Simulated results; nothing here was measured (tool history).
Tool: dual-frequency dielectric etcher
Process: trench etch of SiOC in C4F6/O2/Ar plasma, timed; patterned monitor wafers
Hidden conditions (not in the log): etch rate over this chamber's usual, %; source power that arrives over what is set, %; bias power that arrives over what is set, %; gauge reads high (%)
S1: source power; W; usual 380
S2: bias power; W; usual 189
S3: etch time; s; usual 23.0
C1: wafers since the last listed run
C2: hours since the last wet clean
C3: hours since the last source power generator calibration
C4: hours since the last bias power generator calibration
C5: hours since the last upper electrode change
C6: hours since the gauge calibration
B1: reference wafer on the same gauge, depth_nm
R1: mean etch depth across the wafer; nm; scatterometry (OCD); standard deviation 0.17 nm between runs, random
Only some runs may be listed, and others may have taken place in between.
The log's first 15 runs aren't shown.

{"run": 16, "hour": 417.5, "S1": 280, "S2": 189, "S3": 20.5, "C1": 230, "C2": 27.9, "C3": 324.7, "C4": 336.0, "C5": 455.1, "C6": 249.1, "B1": 43.94, "R1": 40.02}
{"run": 17, "hour": 432.6, "S1": 380, "S2": 189, "S3": 27.5, "C1": 142, "C2": 43.0, "C3": 339.8, "C4": 351.1, "C5": 470.2, "C6": 264.2, "B1": 43.9, "R1": 60.14}
{"run": 18, "hour": 468.6, "S1": 380, "S2": 189, "S3": 23.0, "C1": 339, "C2": 79.0, "C3": 375.8, "C4": 387.1, "C5": 506.2, "C6": 300.2, "B1": 43.88, "R1": 50.4}
{"run": 19, "hour": 496.0, "S1": 380, "S2": 212, "S3": 17.0, "C1": 258, "C2": 106.4, "C3": 403.2, "C4": 414.5, "C5": 533.6, "C6": 327.6, "B1": 43.87, "R1": 39.53}
{"run": 20, "hour": 531.8, "S1": 460, "S2": 189, "S3": 28.5, "C1": 337, "C2": 142.2, "C3": 439.0, "C4": 450.3, "C5": 569.4, "C6": 363.4, "B1": 43.79, "R1": 66.99}
{"run": 21, "hour": 550.5, "S1": 460, "S2": 232, "S3": 25.0, "C1": 176, "C2": 160.9, "C3": 457.7, "C4": 469.0, "C5": 588.1, "C6": 382.1, "B1": 43.78, "R1": 64.79}
{"run": 22, "hour": 567.2, "S1": 440, "S2": 175, "S3": 29.0, "C1": 157, "C2": 177.6, "C3": 474.4, "C4": 485.7, "C5": 604.8, "C6": 398.8, "B1": 43.78, "R1": 64.36}
{"run": 23, "hour": 597.6, "S1": 340, "S2": 189, "S3": 26.5, "C1": 287, "C2": 208.0, "C3": 504.8, "C4": 516.1, "C5": 635.2, "C6": 429.2, "B1": 43.72, "R1": 55.19}
{"run": 24, "hour": 615.9, "S1": 380, "S2": 189, "S3": 23.0, "C1": 172, "C2": 226.3, "C3": 523.1, "C4": 534.4, "C5": 653.5, "C6": 447.5, "B1": 43.72, "R1": 50.18}
{"run": 25, "hour": 636.1, "S1": 380, "S2": 229, "S3": 17.0, "C1": 190, "C2": 246.5, "C3": 543.3, "C4": 554.6, "C5": 673.7, "C6": 467.7, "B1": 43.7, "R1": 40.64}
{"run": 26, "hour": 664.5, "S1": 380, "S2": 189, "S3": 23.0, "C1": 268, "C2": 274.9, "C3": 571.7, "C4": 583.0, "C5": 702.1, "C6": 496.1, "B1": 43.61, "R1": 50.13}
{"run": 27, "hour": 684.4, "S1": 350, "S2": 189, "S3": 23.0, "C1": 187, "C2": 294.8, "C3": 591.6, "C4": 602.9, "C5": 722.0, "C6": 516.0, "B1": 43.58, "R1": 48.19}
{"run": 28, "hour": 708.5, "S1": 320, "S2": 227, "S3": 17.0, "C1": 227, "C2": 318.9, "C3": 615.7, "C4": 627.0, "C5": 746.1, "C6": 540.1, "B1": 43.56, "R1": 38.03}
{"run": 29, "hour": 740.3, "S1": 380, "S2": 189, "S3": 23.0, "C1": 300, "C2": 350.7, "C3": 647.5, "C4": 658.8, "C5": 777.9, "C6": 571.9, "B1": 43.49, "R1": 50.2}
{"run": 30, "hour": 828.2, "S1": 430, "S2": 160, "S3": 25.0, "C1": 829, "C2": 438.6, "C3": 735.4, "C4": 746.7, "C5": 865.8, "C6": 659.8, "B1": 43.35, "R1": 51.66}

Consider 4 possible next runs. They are alternatives, not a sequence: every one starts from the tool as it was left by run 30. What does each give?
{"run": "A", "hour": 828.6, "S1": 380, "S2": 189, "S3": 23.0, "C1": 3, "C2": 439.0, "C3": 735.8, "C4": 747.1, "C5": 866.2, "C6": 660.2, "B1": "?", "R1": "?"}
{"run": "B", "hour": 828.6, "S1": 440, "S2": 189, "S3": 23.0, "C1": 3, "C2": 439.0, "C3": 735.8, "C4": 747.1, "C5": 866.2, "C6": 660.2, "B1": "?", "R1": "?"}
{"run": "C", "hour": 828.6, "S1": 460, "S2": 162, "S3": 29.0, "C1": 3, "C2": 439.0, "C3": 735.8, "C4": 747.1, "C5": 866.2, "C6": 660.2, "B1": "?", "R1": "?"}
{"run": "D", "hour": 828.6, "S1": 450, "S2": 161, "S3": 26.5, "C1": 3, "C2": 439.0, "C3": 735.8, "C4": 747.1, "C5": 866.2, "C6": 660.2, "B1": "?", "R1": "?"}

run=A B1=43.33 R1=49.90
run=B B1=43.33 R1=52.71
run=C B1=43.33 R1=62.40
run=D B1=43.33 R1=56.36
What these runs would have given with no unlogged condition in the tool:
run=A R1=50.81
run=B R1=53.67
run=C R1=63.53
run=D R1=57.38
